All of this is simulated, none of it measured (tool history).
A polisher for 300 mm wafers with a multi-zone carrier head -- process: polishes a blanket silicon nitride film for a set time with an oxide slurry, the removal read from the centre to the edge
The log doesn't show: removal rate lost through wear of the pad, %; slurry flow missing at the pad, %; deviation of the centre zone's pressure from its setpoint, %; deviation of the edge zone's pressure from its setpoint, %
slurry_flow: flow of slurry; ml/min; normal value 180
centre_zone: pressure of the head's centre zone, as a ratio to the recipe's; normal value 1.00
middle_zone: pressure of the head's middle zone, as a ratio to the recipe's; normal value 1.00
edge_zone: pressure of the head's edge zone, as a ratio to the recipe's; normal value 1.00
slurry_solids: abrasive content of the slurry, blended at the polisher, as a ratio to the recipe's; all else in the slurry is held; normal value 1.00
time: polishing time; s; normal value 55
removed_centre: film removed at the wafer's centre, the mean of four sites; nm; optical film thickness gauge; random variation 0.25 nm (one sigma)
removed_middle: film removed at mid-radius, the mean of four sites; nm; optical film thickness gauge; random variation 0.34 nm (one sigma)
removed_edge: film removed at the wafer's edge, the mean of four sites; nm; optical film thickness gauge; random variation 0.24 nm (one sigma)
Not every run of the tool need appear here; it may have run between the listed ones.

run	day	slurry_flow	centre_zone	middle_zone	edge_zone	slurry_solids	time	wafers since the last listed run	wafers polished on this pad	hours since the slurry nozzle was cleaned	hours since the centre zone pressure was calibrated	hours since the edge zone pressure was calibrated	hours since the carrier head's membrane was replaced	incoming thickness of the incoming film, nm	removed_centre	removed_middle	removed_edge
1	0.000	180	1.00	1.00	1.00	1.00	55	0	4500	3.2	540.5	188.9	276.7	318.7	24.6	25.1	25.2
2	3.950	180	1.00	1.00	0.92	1.00	55	842	5342	98.0	635.3	283.7	371.5	317.8	24.7	25.3	24.2
3	6.229	180	1.00	1.00	1.00	1.00	42	485	5828	152.7	690.0	338.4	426.2	319.0	18.6	19.2	18.8
# day 7.496: worn pad replaced by a new one, of another model than before
# day 7.804: centre zone pressure recalibrated
4	7.825	180	0.89	0.95	1.00	1.00	46	286	52	191.0	0.5	376.7	464.5	318.8	20.3	22.2	23.2
5	10.604	180	1.00	1.00	1.00	1.00	55	592	645	257.7	67.2	443.4	531.2	320.3	26.1	27.0	27.4
6	12.367	180	1.00	1.00	1.00	1.00	55	375	1021	300.0	109.5	485.7	573.5	323.7	25.8	27.2	26.8
# day 15.758: carrier head's membrane replaced by a new one
7	16.838	180	1.00	1.00	1.00	1.00	55	908	1930	407.3	216.8	593.0	25.9	324.6	25.8	26.8	26.3
8	19.188	180	1.10	1.00	0.96	1.00	55	501	2431	463.7	273.2	649.4	82.3	319.6	27.6	26.2	25.6
9	22.721	180	1.00	0.90	1.00	1.00	55	753	3184	548.5	358.0	734.2	167.1	317.8	24.7	23.6	25.7
10	25.983	225	1.00	1.00	1.00	1.00	55	695	3880	626.8	436.3	812.5	245.4	324.7	25.8	26.7	26.6
# day 27.871: slurry nozzle cleaned
11	28.988	180	1.00	1.00	1.00	1.00	55	631	4511	26.8	508.4	884.6	317.5	320.7	24.5	25.4	25.5
12	32.012	135	1.00	1.00	0.91	0.80	55	645	5156	99.4	581.0	957.2	390.1	325.7	21.1	21.6	21.2
# day 32.675: centre zone pressure recalibrated
# day 34.454: worn pad replaced by a new one
13	35.825	180	1.00	1.00	1.00	1.00	55	759	291	190.9	75.6	1048.7	481.6	323.5	26.7	27.4	27.6
14	39.821	180	1.07	1.00	0.93	1.00	55	852	1143	286.8	171.5	1144.6	577.5	321.2	27.3	26.8	25.6
# day 41.342: carrier head's membrane replaced by a new one
15	43.192	125	1.00	1.05	1.00	1.10	48	674	1818	367.7	252.4	1225.5	44.4	319.6	20.4	22.0	21.7
16	46.162	180	1.00	1.00	1.00	1.00	55	633	2451	439.0	323.7	1296.8	115.7	317.5	25.0	25.5	25.6
# day 46.654: edge zone pressure recalibrated
17	50.450	180	1.00	0.94	1.00	1.00	37	896	3348	541.9	426.6	91.1	218.6	324.0	16.9	16.3	17.1
# day 57.171: centre zone pressure recalibrated
# day 58.967: slurry nozzle cleaned
# day 60.650: worn pad replaced by a new one
18	63.592	180	1.00	1.00	1.00	1.00	55	2740	626	111.0	154.1	406.5	534.0	318.1	26.3	26.8	26.8
19	65.625	180	1.00	1.00	0.95	1.00	63	433	1060	159.8	202.9	455.3	582.8	319.3	30.2	29.8	29.0
20	69.612	140	1.09	1.00	0.96	1.00	70	850	1910	255.5	298.6	551.0	678.5	319.6	32.7	31.2	30.6
# day 72.154: carrier head's membrane replaced by a new one
21	73.371	115	1.00	1.05	0.95	1.00	73	756	2667	345.7	388.8	641.2	29.2	319.6	28.4	30.6	30.3
22	75.754	235	1.00	1.00	1.00	0.75	63	508	3175	402.9	446.0	698.4	86.4	313.1	27.5	27.9	26.6

How the hidden state differs across the entries between the runs, from the last listed run before each to the first after it:
In the gap between runs 3 and 4: worn pad replaced by a new one, of another model than before (day 7.496); centre zone pressure recalibrated (day 7.804)
  removal rate lost through wear of the pad, %: 11.1 -> 0.556
  measured less the result without the state, removed_centre: -2.4 -> -0.1 nm; removed_middle: -2.4 -> -0.1 nm; removed_edge: -2.3 -> -0.1 nm
In the gap between runs 6 and 7: carrier head's membrane replaced by a new one (day 15.758)
  removal rate lost through wear of the pad, %: 4.67 -> 7.18
  measured less the result without the state, removed_centre: -1.2 -> -2.0 nm; removed_middle: -1.4 -> -2.0 nm; removed_edge: -1.3 -> -2.1 nm
In the gap between runs 10 and 11: slurry nozzle cleaned (day 27.871)
  removal rate lost through wear of the pad, %: 9.76 -> 10.2
  measured less the result without the state, removed_centre: -2.8 -> -2.8 nm; removed_middle: -2.9 -> -2.9 nm; removed_edge: -2.9 -> -2.9 nm
In the gap between runs 12 and 13: centre zone pressure recalibrated (day 32.675); worn pad replaced by a new one (day 34.454)
  removal rate lost through wear of the pad, %: 10.5 -> 2.55
  measured less the result without the state, removed_centre: -2.5 -> -0.7 nm; removed_middle: -2.5 -> -0.7 nm; removed_edge: -2.5 -> -0.7 nm
In the gap between runs 14 and 15: carrier head's membrane replaced by a new one (day 41.342)
  removal rate lost through wear of the pad, %: 5.88 -> 7.78
  measured less the result without the state, removed_centre: -1.7 -> -1.7 nm; removed_middle: -1.7 -> -1.8 nm; removed_edge: -1.6 -> -1.8 nm
In the gap between runs 16 and 17: edge zone pressure recalibrated (day 46.654)
  removal rate lost through wear of the pad, %: 8.98 -> 10.2
  measured less the result without the state, removed_centre: -2.5 -> -1.9 nm; removed_middle: -2.5 -> -1.8 nm; removed_edge: -2.5 -> -1.9 nm
In the gap between runs 17 and 18: centre zone pressure recalibrated (day 57.171); slurry nozzle cleaned (day 58.967); worn pad replaced by a new one (day 60.650)
  removal rate lost through wear of the pad, %: 10.2 -> 4.71
  measured less the result without the state, removed_centre: -1.9 -> -1.3 nm; removed_middle: -1.8 -> -1.3 nm; removed_edge: -1.9 -> -1.3 nm
In the gap between runs 20 and 21: carrier head's membrane replaced by a new one (day 72.154)
  removal rate lost through wear of the pad, %: 8.56 -> 9.98
  measured less the result without the state, removed_centre: -3.1 -> -3.2 nm; removed_middle: -2.9 -> -3.4 nm; removed_edge: -2.9 -> -3.4 nm

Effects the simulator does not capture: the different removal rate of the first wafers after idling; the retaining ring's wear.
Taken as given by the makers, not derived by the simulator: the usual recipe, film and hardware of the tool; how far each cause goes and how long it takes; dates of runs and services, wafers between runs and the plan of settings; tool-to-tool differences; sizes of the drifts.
